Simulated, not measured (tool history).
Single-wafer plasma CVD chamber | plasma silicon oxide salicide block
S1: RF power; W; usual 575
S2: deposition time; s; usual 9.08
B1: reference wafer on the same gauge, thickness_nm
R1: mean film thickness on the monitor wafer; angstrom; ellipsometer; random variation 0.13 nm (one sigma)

Run 1, day 0: usual settings but S1 650 W; B1 91.072. Result: R1 851.84 angstrom.
Run 2, day 0.462: usual settings but S1 650 W; B1 91.092. Result: R1 852.83 angstrom.
Run 3, day 0.975: usual settings but S1 650 W; B1 91.137. Result: R1 854.09 angstrom.
Run 4, day 1.925: usual settings but S1 530 W; B1 91.089. Result: R1 814.52 angstrom.
Run 5, day 2.454: usual settings but S1 530 W; B1 91.096. Result: R1 814.34 angstrom.
Run 6, day 3.042: usual settings but S1 530 W; B1 91.076. Result: R1 815.24 angstrom.
Run 7, day 3.312: usual settings but S1 485 W; B1 91.108. Result: R1 797.73 angstrom.
Run 8, day 3.871: usual settings; B1 91.076. Result: R1 828.85 angstrom.
At day 4.404: RF generator calibrated.
At day 4.621: showerhead replaced.
Run 9, day 4.642: usual settings; B1 91.075. Result: R1 845.5 angstrom.
At day 4.8: gauge calibrated.
Run 10, day 4.992: usual settings but S1 660 W; B1 91.12. Result: R1 871.62 angstrom.
Run 11, day 5.429: usual settings but S1 660 W; B1 91.116. Result: R1 871.57 angstrom.
Run 12, day 5.871: usual settings; B1 91.129. Result: R1 841.88 angstrom.
Run 13, day 6.208: usual settings but S1 620 W, S2 8.33 s; B1 91.041. Result: R1 786.33 angstrom.
Run 14, day 6.842: usual settings but S1 525 W, S2 8.13 s; B1 91.091. Result: R1 737.96 angstrom.
Run 15, day 7.475: usual settings but S1 470 W; B1 91.094. Result: R1 806.57 angstrom.
Run 16, day 7.75: usual settings; B1 91.175. Result: R1 841.73 angstrom.
Run 17, day 8.271: usual settings but S1 525 W, S2 7.34 s; B1 91.18. Result: R1 665.43 angstrom.
Run 18, day 8.979: usual settings but S1 460 W, S2 7.75 s; B1 91.12. Result: R1 681.94 angstrom.
Run 19, day 9.292: usual settings but S1 530 W; B1 91.097. Result: R1 825.81 angstrom.
Run 20, day 9.925: usual settings but S1 470 W, S2 10.07 s; B1 91.163. Result: R1 892.66 angstrom.
Run 21, day 10.308: usual settings but S1 650 W, S2 7.74 s; B1 91.138. Result: R1 735.23 angstrom.
Run 22, day 11.046: usual settings; B1 91.178. Result: R1 838.92 angstrom.

The same runs without the tool's hidden state, with the same run-to-run variation:
The hidden state here: delivered RF power above the setpoint (%); gauge reads high (%).
run      R1
  1  868.56
  2  869.63
  3     871
  4  830.76
  5  830.64
  6  831.63
  7   813.8
  8  845.61
  9  845.98
 10  872.58
 11  873.07
 12  843.85
 13  788.53
 14  740.63
 15  810.14
 16  845.73
 17     669
 18  686.14
 19  831.17
 20  899.04
 21  740.77
 22  845.84
